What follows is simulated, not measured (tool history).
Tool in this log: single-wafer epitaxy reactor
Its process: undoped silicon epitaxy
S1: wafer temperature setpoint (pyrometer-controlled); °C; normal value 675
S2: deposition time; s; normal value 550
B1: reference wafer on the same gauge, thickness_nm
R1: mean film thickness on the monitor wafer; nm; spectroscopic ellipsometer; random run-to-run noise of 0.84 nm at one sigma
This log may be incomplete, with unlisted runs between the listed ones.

run     day   S1   S2       B1       R1
  1   0.000  680  608  142.212  166.098
  2   2.512  680  608  142.084  163.845
  3   4.604  675  550  141.868  137.196
  4   6.854  675  550  142.026  136.212
  5   8.600  675  550  141.917  134.961
  6  11.567  675  480  141.964  116.180
  7  12.967  675  480  142.041  115.942
  8  14.888  680  608  141.930  174.016
  9  17.746  675  639  142.009  168.183
 10  20.138  688  446  141.912  149.147
 11  23.062  663  606  142.017  128.369
 12  24.712  675  550  142.012  145.057
 13  26.117  663  457  141.962   95.137
 14  27.842  687  609  141.937  195.661

Taken out of this log: 2 entries between the listed runs. Where each belongs, and how the hidden state differs across it:
Logged between run 7 and run 8: pyrometer calibrated (day 13.483)
  wafer temperature above the value expected at the setpoint (K): -4.45 -> 0.471
  measured result minus the result with no hidden state, R1: -9.808 -> +1.470 nm
Logged between run 8 and run 9: gauge calibrated (day 15.138)
  wafer temperature above the value expected at the setpoint (K): 0.471 -> 0.441
  measured result minus the result with no hidden state, R1: +1.470 -> +1.341 nm

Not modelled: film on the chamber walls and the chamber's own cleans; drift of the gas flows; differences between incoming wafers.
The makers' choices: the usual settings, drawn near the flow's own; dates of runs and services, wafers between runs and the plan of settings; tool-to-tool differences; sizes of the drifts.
